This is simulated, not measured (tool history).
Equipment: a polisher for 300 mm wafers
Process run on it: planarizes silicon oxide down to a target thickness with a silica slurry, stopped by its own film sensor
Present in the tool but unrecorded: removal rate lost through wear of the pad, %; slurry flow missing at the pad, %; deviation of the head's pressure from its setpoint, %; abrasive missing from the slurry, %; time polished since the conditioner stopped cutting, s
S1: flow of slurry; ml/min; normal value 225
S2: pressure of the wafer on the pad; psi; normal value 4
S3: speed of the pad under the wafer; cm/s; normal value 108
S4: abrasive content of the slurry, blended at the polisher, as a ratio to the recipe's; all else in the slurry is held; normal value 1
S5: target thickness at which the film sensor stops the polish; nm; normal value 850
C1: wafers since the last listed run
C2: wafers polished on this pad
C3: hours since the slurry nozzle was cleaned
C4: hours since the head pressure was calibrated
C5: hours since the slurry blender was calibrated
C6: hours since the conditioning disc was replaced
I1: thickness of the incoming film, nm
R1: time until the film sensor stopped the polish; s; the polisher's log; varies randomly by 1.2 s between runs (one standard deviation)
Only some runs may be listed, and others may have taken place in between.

run	day	S1	S2	S3	S4	S5	C1	C2	C3	C4	C5	C6	I1	R1
1	0	225	4	108	1.1	850	0	1697	111.3	744.7	147.5	88	1164.6	77.9
2	2.021	225	4	108	1.1	850	481	2178	159.8	793.2	196	136.5	1177.4	84
# day 3.658: slurry blender recalibrated
# day 4.1: worn pad replaced by a new one
3	4.204	225	4	108	1.1	850	460	24	212.2	845.6	13.1	188.9	1181.7	83.5
4	5.462	225	4	108	1	850	299	324	242.4	875.8	43.3	219.1	1186.1	89.3
5	6.921	225	4	108	1	850	347	671	277.4	910.8	78.3	254.1	1180.1	89.2
# day 8.617: head pressure recalibrated
6	11.262	225	4	116	1.15	850	1014	1685	381.6	63.5	182.5	358.3	1190	82.6
7	12.567	225	4	116	1.15	850	310	1996	412.9	94.8	213.8	389.6	1187.8	84.9
8	13.671	225	4	116	1.15	850	262	2259	439.4	121.3	240.3	416.1	1194.6	83.4
# day 14.788: worn pad replaced by a new one
# day 15.333: slurry blender recalibrated
9	15.708	225	4.7	108	1	850	425	199	488.3	170.2	9	465	1188.8	80.5
# day 15.812: slurry nozzle cleaned
# day 18.6: conditioning disc replaced and pad reconditioned
10	21.462	225	4.7	108	1	850	1340	1540	135.6	308.3	147.1	68.7	1167.1	71.1
11	22.808	225	4	108	1	850	320	1860	167.9	340.6	179.4	101	1176.5	85.6
12	24.771	225	4	108	1	850	467	2328	215	387.7	226.5	148.1	1166.4	81.7
# day 25.358: slurry blender recalibrated
# day 25.929: worn pad replaced by a new one
13	27.404	225	4	108	1	850	567	351	278.2	450.9	49.1	211.3	1159.4	82.5
14	29.275	170	4	108	1	850	445	796	323.1	495.8	94	256.2	1194.3	93.9
15	32.142	225	4	108	1	850	682	1479	391.9	564.6	162.8	325	1174.1	88.5
16	35.025	300	4	108	1	850	686	2166	461.1	633.8	232	394.2	1187.5	90
# day 35.138: slurry nozzle cleaned
# day 37.204: slurry blender recalibrated
# day 37.312: worn pad replaced by a new one, of another model than before
17	37.642	300	4	108	1	850	568	78	60.1	696.6	10.5	457	1194	85.4
# day 39.396: conditioning disc replaced and pad reconditioned
18	39.608	225	4	108	1	850	448	527	107.3	743.8	57.7	5.1	1177.1	84.5
19	41.75	225	4.4	134	0.8	850	510	1037	158.7	795.2	109.1	56.5	1193.2	83.8
# day 43.025: head pressure recalibrated
20	43.629	225	4	108	1	850	427	1464	203.8	14.5	154.2	101.6	1181.1	86.7
21	45.396	170	4	140	1	850	420	1885	246.2	56.9	196.6	144	1174.4	78.3
22	47.071	170	3.6	108	1	850	398	2284	286.4	97.1	236.8	184.2	1171.3	98.4
# day 47.767: slurry blender recalibrated
# day 47.875: worn pad replaced by a new one
23	49.258	225	4.6	108	1	925	475	329	338.9	149.6	35.8	236.7	1195.4	64.4
24	50.742	255	4.5	138	1	850	353	682	374.5	185.2	71.4	272.3	1178.2	71.4
25	54.396	225	4	108	1	850	870	1553	462.2	272.9	159.1	360	1192.6	97.7
# day 56.792: slurry nozzle cleaned
26	56.954	225	4	108	1	770	599	2152	3.9	334.3	220.5	421.4	1158.8	103.9

What if the next run were any one of these 3? Each begins from the tool's condition after run 26:
A	56.975	290	4	108	1	850	4	2157	4.4	334.8	221	421.9	1186.7	?
B	56.975	225	4	108	1	779	4	2157	4.4	334.8	221	421.9	1186.7	?
C	56.975	225	4.6	94	0.85	850	4	2157	4.4	334.8	221	421.9	1186.7	?

run	R1
A	85.6
B	106.7
C	91.7
The same runs, with their run-to-run variation unchanged, on a tool lacking any hidden condition would have given:
run	R1
A	85.4
B	106.4
C	91.5
